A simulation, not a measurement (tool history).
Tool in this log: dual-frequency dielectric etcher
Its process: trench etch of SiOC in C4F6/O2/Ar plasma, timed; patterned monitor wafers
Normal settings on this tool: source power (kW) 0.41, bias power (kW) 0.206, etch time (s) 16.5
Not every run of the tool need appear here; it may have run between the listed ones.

| run | hour | source power (kW) | bias power (kW) | etch time (s) | wafers since the last listed run | hours since the last wet clean | hours since the last source power generator calibration | hours since the last bias power generator calibration | hours since the last upper electrode change | hours since the gauge calibration | read-back reference wafer on the same gauge, depth_nm | mean etch depth across the wafer (Å) |
|---|---|---|---|---|---|---|---|---|---|---|---|---|
| 1 | 0 | 0.41 | 0.195 | 16.5 | 0 | 415.6 | 1054.4 | 3041.4 | 2125.8 | 1808.7 | 30.55 | 341.5 |
| 2 | 57.9 | 0.41 | 0.172 | 16.5 | 962 | 473.5 | 1112.3 | 3099.3 | 2183.7 | 1866.6 | 30.52 | 326.2 |
| 3 | 109.8 | 0.41 | 0.172 | 16.5 | 862 | 525.4 | 1164.2 | 3151.2 | 2235.6 | 1918.5 | 30.51 | 325.6 |
| 4 | 155 | 0.41 | 0.206 | 16.5 | 751 | 570.6 | 1209.4 | 3196.4 | 2280.8 | 1963.7 | 30.49 | 350.6 |
|  | 234 | wet clean of the chamber |
| 5 | 237.8 | 0.41 | 0.206 | 16.5 | 977 | 3.8 | 1292.2 | 3279.2 | 2363.6 | 2046.5 | 30.5 | 347.7 |
|  | 316.8 | gauge calibrated |
| 6 | 321.9 | 0.41 | 0.206 | 16.5 | 1397 | 87.9 | 1376.3 | 3363.3 | 2447.7 | 5.1 | 30.47 | 351.6 |
| 7 | 361.1 | 0.41 | 0.206 | 16.5 | 651 | 127.1 | 1415.5 | 3402.5 | 2486.9 | 44.3 | 30.52 | 349.3 |
| 8 | 411.9 | 0.36 | 0.257 | 18 | 844 | 177.9 | 1466.3 | 3453.3 | 2537.7 | 95.1 | 30.48 | 387 |
| 9 | 455.4 | 0.31 | 0.206 | 16.5 | 722 | 221.4 | 1509.8 | 3496.8 | 2581.2 | 138.6 | 30.55 | 302.7 |
| 10 | 544.6 | 0.41 | 0.206 | 16.5 | 1482 | 310.6 | 1599 | 3586 | 2670.4 | 227.8 | 30.53 | 351.6 |
| 11 | 649.4 | 0.44 | 0.251 | 15 | 1741 | 415.4 | 1703.8 | 3690.8 | 2775.2 | 332.6 | 30.55 | 353.5 |
|  | 695.3 | bias power generator calibrated |
| 12 | 733.3 | 0.41 | 0.237 | 19.5 | 1327 | 499.3 | 1787.7 | 38 | 2859.1 | 416.5 | 30.52 | 433.8 |
|  | 825.1 | source power generator calibrated |
| 13 | 837.4 | 0.45 | 0.177 | 15 | 1663 | 603.4 | 12.3 | 142.1 | 2963.2 | 520.6 | 30.5 | 312 |
|  | 874.2 | upper electrode replaced |
|  | 914.6 | wet clean of the chamber |
| 14 | 915.1 | 0.33 | 0.206 | 16.5 | 493 | 0.5 | 90 | 219.8 | 40.9 | 598.3 | 30.53 | 313.9 |
| 15 | 959.9 | 0.45 | 0.206 | 16.5 | 744 | 45.3 | 134.8 | 264.6 | 85.7 | 643.1 | 30.49 | 363.9 |
| 16 | 1086.3 | 0.41 | 0.206 | 16.5 | 2100 | 171.7 | 261.2 | 391 | 212.1 | 769.5 | 30.48 | 347.6 |
| 17 | 1152.9 | 0.46 | 0.258 | 21.5 | 1106 | 238.3 | 327.8 | 457.6 | 278.7 | 836.1 | 30.51 | 517.5 |
| 18 | 1258.7 | 0.31 | 0.192 | 16.5 | 1758 | 344.1 | 433.6 | 563.4 | 384.5 | 941.9 | 30.48 | 294.7 |
| 19 | 1358.4 | 0.36 | 0.206 | 16.5 | 1656 | 443.8 | 533.3 | 663.1 | 484.2 | 1041.6 | 30.45 | 326.8 |
|  | 1449 | wet clean of the chamber |
| 20 | 1449.5 | 0.47 | 0.162 | 16.5 | 1115 | 0.5 | 624.4 | 754.2 | 575.3 | 1132.7 | 30.48 | 339.8 |
| 21 | 1523.8 | 0.41 | 0.206 | 16.5 | 1234 | 74.8 | 698.7 | 828.5 | 649.6 | 1207 | 30.46 | 348 |
| 22 | 1584.4 | 0.41 | 0.206 | 20.5 | 1007 | 135.4 | 759.3 | 889.1 | 710.2 | 1267.6 | 30.51 | 435.2 |
| 23 | 1626.4 | 0.41 | 0.229 | 16.5 | 697 | 177.4 | 801.3 | 931.1 | 752.2 | 1309.6 | 30.51 | 362.1 |
| 24 | 1675.1 | 0.41 | 0.206 | 14.5 | 809 | 226.1 | 850 | 979.8 | 800.9 | 1358.3 | 30.51 | 305.5 |
| 25 | 1720 | 0.41 | 0.206 | 16.5 | 746 | 271 | 894.9 | 1024.7 | 845.8 | 1403.2 | 30.45 | 347.7 |
| 26 | 1773.8 | 0.36 | 0.225 | 16.5 | 894 | 324.8 | 948.7 | 1078.5 | 899.6 | 1457 | 30.49 | 335.3 |
| 27 | 1830.6 | 0.48 | 0.206 | 20.5 | 943 | 381.6 | 1005.5 | 1135.3 | 956.4 | 1513.8 | 30.5 | 464.9 |
| 28 | 1879.8 | 0.49 | 0.219 | 16.5 | 817 | 430.8 | 1054.7 | 1184.5 | 1005.6 | 1563 | 30.5 | 388.1 |
| 29 | 1935.4 | 0.38 | 0.221 | 21 | 924 | 486.4 | 1110.3 | 1240.1 | 1061.2 | 1618.6 | 30.49 | 438.9 |

Predict each of these 5 candidate next runs independently; none follows another, all start after run 29:
| A | 1935.8 | 0.41 | 0.206 | 16.5 | 6 | 486.8 | 1110.7 | 1240.5 | 1061.6 | 1619 | ? | ? |
| B | 1935.8 | 0.49 | 0.206 | 12.5 | 6 | 486.8 | 1110.7 | 1240.5 | 1061.6 | 1619 | ? | ? |
| C | 1935.8 | 0.49 | 0.249 | 16.5 | 6 | 486.8 | 1110.7 | 1240.5 | 1061.6 | 1619 | ? | ? |
| D | 1935.8 | 0.41 | 0.179 | 16.5 | 6 | 486.8 | 1110.7 | 1240.5 | 1061.6 | 1619 | ? | ? |
| E | 1935.8 | 0.41 | 0.238 | 16.5 | 6 | 486.8 | 1110.7 | 1240.5 | 1061.6 | 1619 | ? | ? |

| run | read-back reference wafer on the same gauge, depth_nm | mean etch depth across the wafer (Å) |
|---|---|---|
| A | 30.52 | 347.7 |
| B | 30.52 | 286.4 |
| C | 30.52 | 406.1 |
| D | 30.52 | 329.7 |
| E | 30.52 | 367.4 |
Without the tool's hidden state the same runs would have given:
| run | mean etch depth across the wafer (Å) |
|---|---|
| A | 347.7 |
| B | 286.4 |
| C | 406.1 |
| D | 329.7 |
| E | 367.4 |

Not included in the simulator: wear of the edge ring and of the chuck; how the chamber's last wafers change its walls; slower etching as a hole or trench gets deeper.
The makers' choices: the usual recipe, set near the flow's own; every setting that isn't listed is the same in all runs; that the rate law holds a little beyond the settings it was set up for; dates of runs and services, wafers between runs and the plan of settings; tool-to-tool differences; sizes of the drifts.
